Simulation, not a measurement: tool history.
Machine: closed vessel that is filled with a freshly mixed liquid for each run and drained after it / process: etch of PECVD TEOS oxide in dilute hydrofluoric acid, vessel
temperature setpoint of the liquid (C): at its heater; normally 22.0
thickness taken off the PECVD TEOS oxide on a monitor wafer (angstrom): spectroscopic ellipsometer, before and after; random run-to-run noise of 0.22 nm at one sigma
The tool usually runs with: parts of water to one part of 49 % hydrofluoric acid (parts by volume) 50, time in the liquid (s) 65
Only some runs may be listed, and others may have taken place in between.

| run | hour | temperature setpoint of the liquid (C) | parts of water to one part of 49 % hydrofluoric acid (parts by volume) | time in the liquid (s) | read-back film thickness of the PECVD TEOS oxide reference wafer, read on the same gauge (nm) | thickness taken off the PECVD TEOS oxide on a monitor wafer (angstrom) |
|---|---|---|---|---|---|---|
| 1 | 0.0 | 19.5 | 50 | 65 | 79.99 | 207.6 |
| 2 | 39.4 | 19.5 | 50 | 65 | 79.99 | 209.4 |
| 3 | 111.3 | 19.5 | 50 | 65 | 79.98 | 204.8 |
| 4 | 166.2 | 22.0 | 50 | 65 | 79.99 | 233.8 |
| 5 | 194.9 | 22.0 | 50 | 65 | 79.98 | 232.9 |
| 6 | 221.3 | 22.0 | 50 | 65 | 79.98 | 230.2 |
| 7 | 263.5 | 22.0 | 50 | 65 | 80.05 | 228.6 |
| 8 | 321.2 | 22.0 | 50 | 65 | 80.01 | 236.3 |
| 9 | 381.2 | 22.0 | 50 | 65 | 79.99 | 230.2 |
| 10 | 532.3 | 22.0 | 50 | 65 | 80.01 | 232.6 |
| 11 | 557.4 | 22.0 | 50 | 65 | 80.01 | 233.3 |
|  | 579.1 | gauge calibrated |
| 12 | 589.9 | 22.0 | 50 | 65 | 80.00 | 229.8 |
| 13 | 653.4 | 17.0 | 50 | 95 | 80.00 | 284.3 |
|  | 696.6 | hydrofluoric acid flow meter replaced |
| 14 | 701.9 | 17.0 | 60 | 65 | 79.97 | 154.7 |
| 15 | 734.8 | 25.5 | 40 | 65 | 80.00 | 342.3 |
| 16 | 760.1 | 17.0 | 50 | 95 | 79.99 | 279.0 |
| 17 | 852.3 | 22.0 | 50 | 65 | 80.00 | 235.7 |
|  | 882.1 | thermometer replaced |
| 18 | 905.9 | 22.0 | 50 | 40 | 80.00 | 134.4 |
| 19 | 958.1 | 22.0 | 50 | 65 | 79.98 | 215.4 |

Run 20, settings as shown, results not yet in. Your forecast:
| 20 | 1110.0 | 17.0 | 60 | 65 | ? | ? |

read-back film thickness of the PECVD TEOS oxide reference wafer, read on the same gauge (nm): 80.03
thickness taken off the PECVD TEOS oxide on a monitor wafer (angstrom): 149.5
Minus the tool's unlogged condition, the same run would have read thickness taken off the PECVD TEOS oxide on a monitor wafer (angstrom) 147.2.
